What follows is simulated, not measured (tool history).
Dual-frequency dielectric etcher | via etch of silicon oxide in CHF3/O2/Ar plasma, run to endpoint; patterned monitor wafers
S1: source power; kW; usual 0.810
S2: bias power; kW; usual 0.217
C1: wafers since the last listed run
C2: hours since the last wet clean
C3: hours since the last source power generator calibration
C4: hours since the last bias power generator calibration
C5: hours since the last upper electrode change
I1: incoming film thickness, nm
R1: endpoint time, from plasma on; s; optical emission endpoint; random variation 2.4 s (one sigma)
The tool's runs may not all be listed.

{"run": 1, "day": 0.0, "S1": 0.81, "S2": 0.217, "C1": 0, "C2": 159.3, "C3": 3642.1, "C4": 1815.2, "C5": 5076.2, "I1": 839.7, "R1": 373.6}
{"run": 2, "day": 0.271, "S1": 0.81, "S2": 0.217, "C1": 25, "C2": 165.8, "C3": 3648.6, "C4": 1821.7, "C5": 5082.7, "I1": 834.2, "R1": 371.6}
{"run": 3, "day": 0.583, "S1": 0.81, "S2": 0.217, "C1": 29, "C2": 173.3, "C3": 3656.1, "C4": 1829.2, "C5": 5090.2, "I1": 841.1, "R1": 371.0}
{"run": 4, "day": 1.225, "S1": 0.81, "S2": 0.232, "C1": 60, "C2": 188.7, "C3": 3671.5, "C4": 1844.6, "C5": 5105.6, "I1": 838.6, "R1": 354.7}
{"run": 5, "day": 1.954, "S1": 0.81, "S2": 0.232, "C1": 68, "C2": 206.2, "C3": 3689.0, "C4": 1862.1, "C5": 5123.1, "I1": 835.6, "R1": 355.8}
{"run": 6, "day": 2.975, "S1": 0.81, "S2": 0.232, "C1": 96, "C2": 230.7, "C3": 3713.5, "C4": 1886.6, "C5": 5147.6, "I1": 833.7, "R1": 354.2}
{"run": 7, "day": 3.65, "S1": 0.81, "S2": 0.187, "C1": 63, "C2": 246.9, "C3": 3729.7, "C4": 1902.8, "C5": 5163.8, "I1": 829.7, "R1": 383.9}
{"day": 5.167, "done": "upper electrode replaced"}
{"run": 8, "day": 5.188, "S1": 0.81, "S2": 0.187, "C1": 50, "C2": 283.8, "C3": 3766.6, "C4": 1939.7, "C5": 0.5, "I1": 838.8, "R1": 386.1}
{"run": 9, "day": 5.204, "S1": 0.81, "S2": 0.247, "C1": 1, "C2": 284.2, "C3": 3767.0, "C4": 1940.1, "C5": 0.9, "I1": 836.4, "R1": 343.4}
{"run": 10, "day": 5.221, "S1": 0.81, "S2": 0.247, "C1": 1, "C2": 284.6, "C3": 3767.4, "C4": 1940.5, "C5": 1.3, "I1": 842.0, "R1": 347.6}
{"run": 11, "day": 5.746, "S1": 0.81, "S2": 0.247, "C1": 49, "C2": 297.2, "C3": 3780.0, "C4": 1953.1, "C5": 13.9, "I1": 821.6, "R1": 336.1}
{"day": 6.2, "done": "source power generator calibrated"}
{"run": 12, "day": 6.221, "S1": 0.81, "S2": 0.217, "C1": 29, "C2": 308.6, "C3": 0.5, "C4": 1964.5, "C5": 25.3, "I1": 839.0, "R1": 364.6}
{"run": 13, "day": 6.317, "S1": 0.81, "S2": 0.217, "C1": 9, "C2": 310.9, "C3": 2.8, "C4": 1966.8, "C5": 27.6, "I1": 835.0, "R1": 360.0}
{"run": 14, "day": 6.675, "S1": 0.81, "S2": 0.217, "C1": 33, "C2": 319.5, "C3": 11.4, "C4": 1975.4, "C5": 36.2, "I1": 835.4, "R1": 362.5}
{"run": 15, "day": 7.2, "S1": 0.81, "S2": 0.217, "C1": 49, "C2": 332.1, "C3": 24.0, "C4": 1988.0, "C5": 48.8, "I1": 831.8, "R1": 360.5}
{"run": 16, "day": 7.567, "S1": 0.81, "S2": 0.217, "C1": 34, "C2": 340.9, "C3": 32.8, "C4": 1996.8, "C5": 57.6, "I1": 831.0, "R1": 361.2}
{"run": 17, "day": 7.892, "S1": 0.81, "S2": 0.259, "C1": 30, "C2": 348.7, "C3": 40.6, "C4": 2004.6, "C5": 65.4, "I1": 833.4, "R1": 330.1}
{"run": 18, "day": 8.175, "S1": 0.81, "S2": 0.217, "C1": 26, "C2": 355.5, "C3": 47.4, "C4": 2011.4, "C5": 72.2, "I1": 844.6, "R1": 363.9}
{"run": 19, "day": 8.788, "S1": 0.75, "S2": 0.26, "C1": 57, "C2": 370.2, "C3": 62.1, "C4": 2026.1, "C5": 86.9, "I1": 833.2, "R1": 336.8}
{"day": 9.954, "done": "wet clean of the chamber"}
{"run": 20, "day": 9.975, "S1": 0.92, "S2": 0.197, "C1": 17, "C2": 0.5, "C3": 90.6, "C4": 2054.6, "C5": 115.4, "I1": 834.8, "R1": 375.1}
{"run": 21, "day": 9.996, "S1": 0.99, "S2": 0.267, "C1": 1, "C2": 1.0, "C3": 91.1, "C4": 2055.1, "C5": 115.9, "I1": 848.5, "R1": 325.6}
{"run": 22, "day": 10.021, "S1": 0.61, "S2": 0.231, "C1": 2, "C2": 1.6, "C3": 91.7, "C4": 2055.7, "C5": 116.5, "I1": 843.7, "R1": 403.8}
{"run": 23, "day": 10.554, "S1": 0.96, "S2": 0.217, "C1": 50, "C2": 14.4, "C3": 104.5, "C4": 2068.5, "C5": 129.3, "I1": 836.7, "R1": 357.7}
{"day": 10.938, "done": "bias power generator calibrated"}
{"run": 24, "day": 11.158, "S1": 0.81, "S2": 0.217, "C1": 41, "C2": 28.9, "C3": 119.0, "C4": 5.3, "C5": 143.8, "I1": 827.8, "R1": 367.6}
{"run": 25, "day": 11.483, "S1": 0.74, "S2": 0.164, "C1": 30, "C2": 36.7, "C3": 126.8, "C4": 13.1, "C5": 151.6, "I1": 830.0, "R1": 429.6}
{"run": 26, "day": 11.783, "S1": 1.01, "S2": 0.217, "C1": 28, "C2": 43.9, "C3": 134.0, "C4": 20.3, "C5": 158.8, "I1": 840.1, "R1": 348.2}
{"run": 27, "day": 12.475, "S1": 0.72, "S2": 0.27, "C1": 65, "C2": 60.5, "C3": 150.6, "C4": 36.9, "C5": 175.4, "I1": 837.7, "R1": 352.8}
{"run": 28, "day": 14.062, "S1": 0.81, "S2": 0.176, "C1": 149, "C2": 98.6, "C3": 188.7, "C4": 75.0, "C5": 213.5, "I1": 826.9, "R1": 401.7}
{"run": 29, "day": 14.404, "S1": 0.96, "S2": 0.165, "C1": 32, "C2": 106.8, "C3": 196.9, "C4": 83.2, "C5": 221.7, "I1": 826.9, "R1": 388.8}
{"run": 30, "day": 14.962, "S1": 0.87, "S2": 0.197, "C1": 52, "C2": 120.2, "C3": 210.3, "C4": 96.6, "C5": 235.1, "I1": 824.1, "R1": 372.4}
{"run": 31, "day": 15.55, "S1": 0.67, "S2": 0.217, "C1": 55, "C2": 134.3, "C3": 224.4, "C4": 110.7, "C5": 249.2, "I1": 836.4, "R1": 395.5}
{"run": 32, "day": 16.683, "S1": 0.69, "S2": 0.217, "C1": 107, "C2": 161.5, "C3": 251.6, "C4": 137.9, "C5": 276.4, "I1": 832.1, "R1": 386.7}
{"run": 33, "day": 17.329, "S1": 0.81, "S2": 0.217, "C1": 61, "C2": 177.0, "C3": 267.1, "C4": 153.4, "C5": 291.9, "I1": 839.4, "R1": 367.0}
{"run": 34, "day": 17.758, "S1": 0.76, "S2": 0.237, "C1": 40, "C2": 187.3, "C3": 277.4, "C4": 163.7, "C5": 302.2, "I1": 845.4, "R1": 367.7}
{"run": 35, "day": 18.25, "S1": 0.81, "S2": 0.217, "C1": 46, "C2": 199.1, "C3": 289.2, "C4": 175.5, "C5": 314.0, "I1": 836.0, "R1": 365.1}
{"run": 36, "day": 18.588, "S1": 0.81, "S2": 0.217, "C1": 31, "C2": 207.2, "C3": 297.3, "C4": 183.6, "C5": 322.1, "I1": 835.1, "R1": 367.5}

3 ways to go on from here, each from the tool as it stands after run 36. What would each give?
{"run": "A", "day": 18.608, "S1": 0.65, "S2": 0.217, "C1": 1, "C2": 207.7, "C3": 297.8, "C4": 184.1, "C5": 322.6, "I1": 833.3, "R1": "?"}
{"run": "B", "day": 18.608, "S1": 0.64, "S2": 0.258, "C1": 1, "C2": 207.7, "C3": 297.8, "C4": 184.1, "C5": 322.6, "I1": 833.3, "R1": "?"}
{"run": "C", "day": 18.608, "S1": 0.99, "S2": 0.249, "C1": 1, "C2": 207.7, "C3": 297.8, "C4": 184.1, "C5": 322.6, "I1": 833.3, "R1": "?"}

run=A R1=397.9
run=B R1=370.8
run=C R1=323.6
Without the tool's hidden state the same runs would have given:
run=A R1=406.7
run=B R1=379.0
run=C R1=330.8
